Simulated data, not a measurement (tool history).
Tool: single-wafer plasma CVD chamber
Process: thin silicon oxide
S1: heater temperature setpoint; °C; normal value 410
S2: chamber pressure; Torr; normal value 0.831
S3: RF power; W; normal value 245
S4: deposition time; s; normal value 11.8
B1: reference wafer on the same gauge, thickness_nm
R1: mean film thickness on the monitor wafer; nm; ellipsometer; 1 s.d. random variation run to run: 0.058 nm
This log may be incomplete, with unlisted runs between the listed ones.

run	day	S1	S2	S3	S4	B1	R1
1	0.000	410	0.831	245	11.8	18.303	18.168
2	0.646	410	0.831	245	11.8	18.299	18.164
3	1.242	410	0.831	245	11.8	18.297	18.238
4	1.496	410	0.831	245	11.8	18.310	18.202
5	1.829	410	0.831	245	11.8	18.308	18.146
6	2.092	410	0.831	245	12.8	18.311	19.645
7	2.779	410	0.831	245	11.8	18.296	18.175
8	3.425	410	0.831	245	11.8	18.304	18.144
9	3.983	410	0.831	245	11.8	18.296	18.272
10	5.167	420	0.831	245	11.8	18.304	18.080
11	5.667	406	0.831	290	10.6	18.292	17.240
12	6.329	421	0.831	245	10.8	18.308	16.583
13	6.542	410	0.831	245	11.8	18.296	18.222
14	7.029	410	0.831	245	11.8	18.305	18.201
15	7.333	410	0.712	275	11.8	18.308	16.094
16	7.612	410	0.831	245	11.8	18.314	18.193
17	8.200	417	0.831	290	9.8	18.304	15.825
18	9.217	398	0.770	265	11.8	18.306	17.532
19	9.633	410	0.831	280	11.8	18.297	18.875
20	10.321	410	0.831	285	11.8	18.303	18.929
21	10.983	410	0.658	245	10.7	18.300	13.032
22	11.671	396	0.831	245	12.5	18.291	19.463
23	12.158	410	0.831	245	11.8	18.303	18.173
24	12.538	410	0.831	290	11.8	18.295	19.113
25	12.925	405	0.831	245	12.4	18.312	19.205
26	13.283	410	0.831	245	11.8	18.307	18.210
27	13.750	410	0.831	290	10.1	18.300	16.320
28	14.067	410	0.658	245	11.8	18.302	14.531

Missing from the log above: 5 entries noted between runs. For each, name the pair of listed runs it sits between and say how the tool's hidden condition differs from the listed run just before to the listed run just after:
Between runs 2 and 3: thermocouple changed; heater temperature recalibrated (day 1.221)
  nothing in the hidden state changes from one run to the other
Between runs 10 and 11: RF generator calibrated (day 5.529)
  nothing in the hidden state changes from one run to the other
Between runs 11 and 12: capacitance manometer re-zeroed and calibrated (day 6.308)
  nothing in the hidden state changes from one run to the other
Between runs 16 and 17: gauge calibrated (day 8.146)
  nothing in the hidden state changes from one run to the other
Between runs 17 and 18: showerhead replaced (day 9.196)
  nothing in the hidden state changes from one run to the other
